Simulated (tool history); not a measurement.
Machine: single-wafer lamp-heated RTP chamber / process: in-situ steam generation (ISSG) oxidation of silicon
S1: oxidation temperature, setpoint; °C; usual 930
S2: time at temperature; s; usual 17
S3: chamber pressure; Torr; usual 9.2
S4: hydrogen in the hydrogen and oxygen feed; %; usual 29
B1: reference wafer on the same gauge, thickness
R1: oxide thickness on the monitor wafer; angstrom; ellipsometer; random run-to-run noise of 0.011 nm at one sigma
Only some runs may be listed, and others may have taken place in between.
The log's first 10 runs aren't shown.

{"run": 11, "hour": 111.3, "S1": 914, "S2": 17, "S3": 9.2, "S4": 29, "B1": 3.599, "R1": 41.06}
{"run": 12, "hour": 118.7, "S1": 914, "S2": 17, "S3": 9.2, "S4": 29, "B1": 3.603, "R1": 41.22}
{"run": 13, "hour": 128.0, "S1": 930, "S2": 17, "S3": 8.4, "S4": 29, "B1": 3.601, "R1": 43.43}
{"hour": 144.2, "done": "pressure gauge zeroed"}
{"run": 14, "hour": 144.7, "S1": 930, "S2": 17, "S3": 8.4, "S4": 29, "B1": 3.603, "R1": 43.21}
{"run": 15, "hour": 154.8, "S1": 930, "S2": 17, "S3": 9.2, "S4": 29, "B1": 3.601, "R1": 42.71}
{"run": 16, "hour": 178.8, "S1": 930, "S2": 12, "S3": 8.7, "S4": 29, "B1": 3.603, "R1": 38.19}
{"run": 17, "hour": 189.0, "S1": 930, "S2": 17, "S3": 9.2, "S4": 29, "B1": 3.599, "R1": 43.01}
{"run": 18, "hour": 197.0, "S1": 930, "S2": 17, "S3": 8.1, "S4": 25, "B1": 3.601, "R1": 41.89}
{"run": 19, "hour": 206.7, "S1": 921, "S2": 17, "S3": 9.2, "S4": 32, "B1": 3.605, "R1": 42.97}
{"run": 20, "hour": 221.7, "S1": 930, "S2": 17, "S3": 9.2, "S4": 21, "B1": 3.602, "R1": 39.92}
{"hour": 240.7, "done": "pyrometer window cleaned and pyrometer calibrated"}
{"run": 21, "hour": 241.2, "S1": 914, "S2": 17, "S3": 9.2, "S4": 29, "B1": 3.6, "R1": 40.32}
{"run": 22, "hour": 242.0, "S1": 930, "S2": 17, "S3": 9.2, "S4": 29, "B1": 3.597, "R1": 42.06}

Expected results for the next run?
{"hour": 254.2, "done": "hydrogen flow controller replaced"}
{"run": 23, "hour": 258.4, "S1": 930, "S2": 21, "S3": 9.2, "S4": 29, "B1": "?", "R1": "?"}

{"run 23": {"B1": 3.602, "R1": 45.09}}
On a tool with no hidden condition, and with the same random variation, this run would have come out at R1 44.97 angstrom.

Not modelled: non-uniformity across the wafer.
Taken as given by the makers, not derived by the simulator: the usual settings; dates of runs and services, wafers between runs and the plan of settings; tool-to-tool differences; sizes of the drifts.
